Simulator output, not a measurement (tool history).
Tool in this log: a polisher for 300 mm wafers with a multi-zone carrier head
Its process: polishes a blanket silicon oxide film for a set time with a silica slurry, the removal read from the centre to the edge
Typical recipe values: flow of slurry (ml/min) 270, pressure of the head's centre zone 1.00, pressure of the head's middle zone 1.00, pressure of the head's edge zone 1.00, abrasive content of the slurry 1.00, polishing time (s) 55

run	day	flow of slurry (ml/min)	pressure of the head's centre zone	pressure of the head's middle zone	pressure of the head's edge zone	abrasive content of the slurry	polishing time (s)	incoming thickness of the incoming film, nm	film removed at the wafer's centre (Å)	film removed at mid-radius (Å)	film removed at the wafer's edge (Å)
1	0.000	220	1.11	0.93	1.00	1.15	55	1570.0	1941	1592	1767
# day 0.592: worn pad replaced by a new one
2	1.392	270	1.00	1.00	1.00	1.00	55	1605.2	1744	1637	1744
3	2.817	270	1.06	0.89	1.00	0.70	48	1589.5	1438	1156	1331
4	5.375	270	1.06	0.89	1.00	0.70	48	1574.3	1438	1180	1337
5	7.242	295	1.00	1.00	1.00	1.15	46	1568.5	1568	1473	1489
6	7.983	295	1.04	1.08	1.00	1.00	45	1586.0	1531	1458	1375
7	8.704	210	1.00	1.00	1.00	1.00	55	1602.5	1682	1603	1651
# day 9.167: slurry nozzle cleaned
8	9.358	355	1.10	1.00	1.00	1.00	55	1609.1	1988	1763	1780
# day 10.029: worn pad replaced by a new one
9	10.625	270	1.00	1.06	1.00	0.85	55	1616.4	1667	1691	1656
# day 10.796: centre zone pressure recalibrated
# day 11.700: carrier head's membrane replaced by a new one
10	12.121	270	0.95	1.00	1.07	1.00	55	1593.6	1572	1643	1776
11	13.300	270	1.04	1.00	0.92	1.15	66	1615.5	2244	2051	2118
12	14.667	270	1.00	1.00	1.00	1.10	55	1616.6	1742	1706	1806
13	15.921	270	1.00	1.00	1.07	1.00	40	1587.0	1225	1214	1308
14	16.808	270	1.00	1.00	1.00	1.00	55	1590.1	1698	1665	1668
15	18.162	270	1.00	1.00	1.00	1.15	55	1600.1	1801	1746	1749
# day 18.317: edge zone pressure recalibrated
16	18.729	270	1.00	1.00	1.00	1.00	68	1610.4	2087	2099	2135
17	19.817	270	1.00	1.00	1.00	1.00	55	1592.0	1708	1692	1695
# day 20.829: worn pad replaced by a new one
18	21.212	270	1.00	1.00	0.89	1.00	55	1595.9	1711	1667	1654
19	22.058	270	1.03	1.00	1.00	1.00	55	1597.9	1744	1666	1736
20	22.779	270	1.00	0.96	0.95	1.00	50	1586.0	1542	1475	1510

5 ways to go on from here, each from the tool as it stands after run 20. What would each give?
A	22.796	270	1.00	1.00	1.00	1.20	55	1598.5	?	?	?
B	22.796	270	1.04	1.00	1.00	1.00	64	1598.5	?	?	?
C	22.796	270	1.07	1.11	1.06	1.00	66	1598.5	?	?	?
D	22.796	270	1.05	1.00	1.00	1.00	55	1598.5	?	?	?
E	22.796	270	1.11	1.00	1.00	0.90	72	1598.5	?	?	?

run	film removed at the wafer's centre (Å)	film removed at mid-radius (Å)	film removed at the wafer's edge (Å)
A	1821	1714	1830
B	2083	1884	2012
C	2212	2111	2132
D	1807	1619	1729
E	2421	2050	2190
Had the tool no hidden state, the same runs would have come out as:
run	film removed at the wafer's centre (Å)	film removed at mid-radius (Å)	film removed at the wafer's edge (Å)
A	1809	1714	1830
B	2069	1884	2012
C	2197	2111	2132
D	1795	1619	1729
E	2405	2050	2190

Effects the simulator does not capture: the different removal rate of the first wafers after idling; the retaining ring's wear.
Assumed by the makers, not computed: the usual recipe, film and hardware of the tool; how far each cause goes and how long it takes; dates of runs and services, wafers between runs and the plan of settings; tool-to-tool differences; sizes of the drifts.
